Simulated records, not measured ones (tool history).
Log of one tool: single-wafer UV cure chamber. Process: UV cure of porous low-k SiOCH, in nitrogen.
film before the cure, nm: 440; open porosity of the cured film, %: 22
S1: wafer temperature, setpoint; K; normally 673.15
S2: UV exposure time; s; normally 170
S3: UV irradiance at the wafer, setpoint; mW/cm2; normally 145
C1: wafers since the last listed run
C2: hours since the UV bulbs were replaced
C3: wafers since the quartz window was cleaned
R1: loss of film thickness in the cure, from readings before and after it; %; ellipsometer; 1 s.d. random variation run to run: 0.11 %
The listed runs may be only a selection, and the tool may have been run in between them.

run,day,S1,S2,S3,C1,C2,C3,R1
1,0,673.15,170,126,0,1237.4,1808,9.432
2,1.746,673.15,170,126,313,1279.3,2122,9.359
3,6.121,673.15,170,126,785,1384.3,2907,9.417
4,8.688,673.15,170,145,460,1445.9,3368,10.047
# day 12.45: quartz window cleaned
5,15.038,673.15,170,145,1080,1598.3,464,9.559
6,16.562,673.15,170,145,273,1634.9,738,9.72
7,19.246,677.15,170,145,481,1699.3,1220,9.683
8,22.604,677.15,170,145,603,1779.9,1823,9.644
# day 26.5: UV bulbs replaced
9,27.062,673.15,170,145,740,13.5,2564,11.137
10,29.117,673.15,170,168,368,62.8,2933,11.735
11,31.312,666.15,255,145,394,115.5,3327,12.703
12,32.846,673.15,170,126,275,152.3,3602,10.609
13,35.488,673.15,170,145,474,215.7,4077,11.272
# day 37.717: quartz window cleaned
14,37.738,673.15,95,145,344,269.7,3,8.583
15,39.592,673.15,130,145,332,314.2,336,9.603
16,41.233,682.15,170,145,294,353.6,631,11.134
17,43.825,673.15,130,166,465,415.8,1096,10.203
18,46.371,673.15,170,176,457,476.9,1554,11.622
19,49.4,688.15,170,181,543,549.6,2098,11.941

Forecast each of these 5 alternatives for the next run:
A,49.421,673.15,170,145,3,550.1,2101,?
B,49.421,661.15,250,115,3,550.1,2101,?
C,49.421,673.15,145,145,3,550.1,2101,?
D,49.421,665.15,110,182,3,550.1,2101,?
E,49.421,673.15,170,133,3,550.1,2101,?

run,R1
A,10.893
B,11.364
C,10.203
D,9.859
E,10.517
Had the tool no hidden state, the same runs would have come out as:
run,R1
A,11.407
B,11.883
C,10.708
D,10.36
E,11.026
